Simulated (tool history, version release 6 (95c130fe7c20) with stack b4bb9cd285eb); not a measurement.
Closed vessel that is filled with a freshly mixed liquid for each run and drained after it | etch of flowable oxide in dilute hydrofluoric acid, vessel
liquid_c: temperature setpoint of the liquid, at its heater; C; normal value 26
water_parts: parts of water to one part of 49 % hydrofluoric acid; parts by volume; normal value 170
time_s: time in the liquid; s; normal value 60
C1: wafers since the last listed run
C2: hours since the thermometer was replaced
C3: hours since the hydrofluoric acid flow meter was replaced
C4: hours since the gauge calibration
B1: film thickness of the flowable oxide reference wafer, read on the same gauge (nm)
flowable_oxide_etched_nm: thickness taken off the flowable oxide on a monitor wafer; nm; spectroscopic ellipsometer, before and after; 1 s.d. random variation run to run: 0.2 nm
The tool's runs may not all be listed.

Run 1, hour 0: usual settings but liquid_c 22.5 C, time_s 45 s; C1 0; C2 1508.2; C3 788; C4 1051.7; B1 100. Result: flowable_oxide_etched_nm 14.11 nm.
Run 2, hour 65.4: usual settings but time_s 70 s; C1 8849; C2 1573.6; C3 853.4; C4 1117.1; B1 100. Result: flowable_oxide_etched_nm 25.18 nm.
Run 3, hour 140.2: usual settings; C1 10121; C2 1648.4; C3 928.2; C4 1191.9; B1 99.99. Result: flowable_oxide_etched_nm 21.59 nm.
Run 4, hour 203.7: usual settings; C1 8592; C2 1711.9; C3 991.7; C4 1255.4; B1 100.01. Result: flowable_oxide_etched_nm 21.54 nm.
Run 5, hour 279.6: usual settings; C1 10270; C2 1787.8; C3 1067.6; C4 1331.3; B1 100.02. Result: flowable_oxide_etched_nm 21.33 nm.
Run 6, hour 355.6: usual settings; C1 10283; C2 1863.8; C3 1143.6; C4 1407.3; B1 100. Result: flowable_oxide_etched_nm 21.42 nm.
Run 7, hour 461.9: usual settings; C1 14383; C2 1970.1; C3 1249.9; C4 1513.6; B1 100. Result: flowable_oxide_etched_nm 21.26 nm.
Run 8, hour 528.2: usual settings; C1 8971; C2 2036.4; C3 1316.2; C4 1579.9; B1 100. Result: flowable_oxide_etched_nm 21.29 nm.
Run 9, hour 575.7: usual settings; C1 6427; C2 2083.9; C3 1363.7; C4 1627.4; B1 99.96. Result: flowable_oxide_etched_nm 21.17 nm.
Run 10, hour 648.1: usual settings; C1 9796; C2 2156.3; C3 1436.1; C4 1699.8; B1 100. Result: flowable_oxide_etched_nm 21.34 nm.
Run 11, hour 685.8: usual settings; C1 5101; C2 2194; C3 1473.8; C4 1737.5; B1 100.01. Result: flowable_oxide_etched_nm 21.05 nm.
Run 12, hour 756.3: usual settings; C1 9539; C2 2264.5; C3 1544.3; C4 1808; B1 99.99. Result: flowable_oxide_etched_nm 20.99 nm.
Run 13, hour 814.7: usual settings; C1 7902; C2 2322.9; C3 1602.7; C4 1866.4; B1 99.96. Result: flowable_oxide_etched_nm 21.28 nm.
Run 14, hour 871.8: usual settings; C1 7726; C2 2380; C3 1659.8; C4 1923.5; B1 100.02. Result: flowable_oxide_etched_nm 21.23 nm.
At hour 923.2: thermometer replaced.
Run 15, hour 966.6: usual settings; C1 12692; C2 43.4; C3 1754.6; C4 2018.3; B1 100.02. Result: flowable_oxide_etched_nm 19.92 nm.
Run 16, hour 1046.4: usual settings but liquid_c 24.5 C, water_parts 200 parts by volume; C1 10798; C2 123.2; C3 1834.4; C4 2098.1; B1 100.04. Result: flowable_oxide_etched_nm 15.6 nm.
At hour 1130.7: hydrofluoric acid flow meter replaced.
At hour 1157.2: gauge calibrated.
Run 17, hour 1273.2: usual settings; C1 30553; C2 350; C3 142.5; C4 116; B1 100.01. Result: flowable_oxide_etched_nm 20.03 nm.
Run 18, hour 1349.7: usual settings but liquid_c 28 C, water_parts 200 parts by volume, time_s 50 s; C1 10351; C2 426.5; C3 219; C4 192.5; B1 99.97. Result: flowable_oxide_etched_nm 14.6 nm.
At hour 1490.9: thermometer replaced, repeated, since the last time left the tool worse.
Run 19, hour 1618.4: usual settings; C1 36223; C2 127.5; C3 487.7; C4 461.2; B1 99.98. Result: flowable_oxide_etched_nm 22.51 nm.
Run 20, hour 1672.7: usual settings; C1 7347; C2 181.8; C3 542; C4 515.5; B1 99.99. Result: flowable_oxide_etched_nm 22 nm.
Run 21, hour 1719.5: usual settings but liquid_c 30.5 C, water_parts 230 parts by volume, time_s 45 s; C1 6332; C2 228.6; C3 588.8; C4 562.3; B1 100. Result: flowable_oxide_etched_nm 13.56 nm.
Run 22, hour 1806.4: usual settings but liquid_c 28.5 C, water_parts 150 parts by volume; C1 11758; C2 315.5; C3 675.7; C4 649.2; B1 100. Result: flowable_oxide_etched_nm 28.2 nm.
Run 23, hour 1864.9: usual settings; C1 7915; C2 374; C3 734.2; C4 707.7; B1 99.97. Result: flowable_oxide_etched_nm 22.18 nm.
Run 24, hour 1948: usual settings but liquid_c 24 C, water_parts 120 parts by volume; C1 11244; C2 457.1; C3 817.3; C4 790.8; B1 100.01. Result: flowable_oxide_etched_nm 31.26 nm.
Run 25, hour 1989.9: usual settings but water_parts 120 parts by volume; C1 5669; C2 499; C3 859.2; C4 832.7; B1 100.03. Result: flowable_oxide_etched_nm 33.83 nm.
Run 26, hour 2087.2: usual settings; C1 13165; C2 596.3; C3 956.5; C4 930; B1 99.97. Result: flowable_oxide_etched_nm 22.2 nm.
Run 27, hour 2173.6: usual settings but liquid_c 24 C, water_parts 115 parts by volume, time_s 45 s; C1 11691; C2 682.7; C3 1042.9; C4 1016.4; B1 100.02. Result: flowable_oxide_etched_nm 24.08 nm.
Run 28, hour 2255.9: usual settings but liquid_c 30 C, water_parts 145 parts by volume, time_s 50 s; C1 11136; C2 765; C3 1125.2; C4 1098.7; B1 100. Result: flowable_oxide_etched_nm 25.43 nm.
Run 29, hour 2346.1: usual settings but liquid_c 21.5 C, water_parts 220 parts by volume, time_s 80 s; C1 12205; C2 855.2; C3 1215.4; C4 1188.9; B1 100. Result: flowable_oxide_etched_nm 18.12 nm.
Run 30, hour 2440.8: usual settings but water_parts 140 parts by volume; C1 12814; C2 949.9; C3 1310.1; C4 1283.6; B1 99.99. Result: flowable_oxide_etched_nm 27.22 nm.
Run 31, hour 2520.5: usual settings but water_parts 220 parts by volume, time_s 75 s; C1 10784; C2 1029.6; C3 1389.8; C4 1363.3; B1 99.98. Result: flowable_oxide_etched_nm 19.87 nm.
Run 32, hour 2606.4: usual settings but liquid_c 23.5 C, time_s 85 s; C1 11623; C2 1115.5; C3 1475.7; C4 1449.2; B1 99.99. Result: flowable_oxide_etched_nm 28 nm.

Branching from run 32: 5 alternative next runs. What would each branch give?
Run A, hour 2607.1: usual settings; C1 94; C2 1116.2; C3 1476.4; C4 1449.9; B1 ?. Result: flowable_oxide_etched_nm ?.
Run B, hour 2607.1: usual settings but water_parts 225 parts by volume; C1 94; C2 1116.2; C3 1476.4; C4 1449.9; B1 ?. Result: flowable_oxide_etched_nm ?.
Run C, hour 2607.1: usual settings but liquid_c 28.5 C, time_s 40 s; C1 94; C2 1116.2; C3 1476.4; C4 1449.9; B1 ?. Result: flowable_oxide_etched_nm ?.
Run D, hour 2607.1: usual settings but water_parts 100 parts by volume, time_s 45 s; C1 94; C2 1116.2; C3 1476.4; C4 1449.9; B1 ?. Result: flowable_oxide_etched_nm ?.
Run E, hour 2607.1: usual settings but liquid_c 30 C, water_parts 210 parts by volume, time_s 40 s; C1 94; C2 1116.2; C3 1476.4; C4 1449.9; B1 ?. Result: flowable_oxide_etched_nm ?.

run      B1  flowable_oxide_etched_nm
  A  100.01                     21.95
  B  100.01                      15.6
  C  100.01                     16.04
  D  100.01                     30.44
  E  100.01                     13.05
Stripped of hidden state, with their random variation kept, the same runs would have yielded:
run  flowable_oxide_etched_nm
  A                     22.54
  B                     16.01
  C                     16.46
  D                     31.31
  E                     13.38
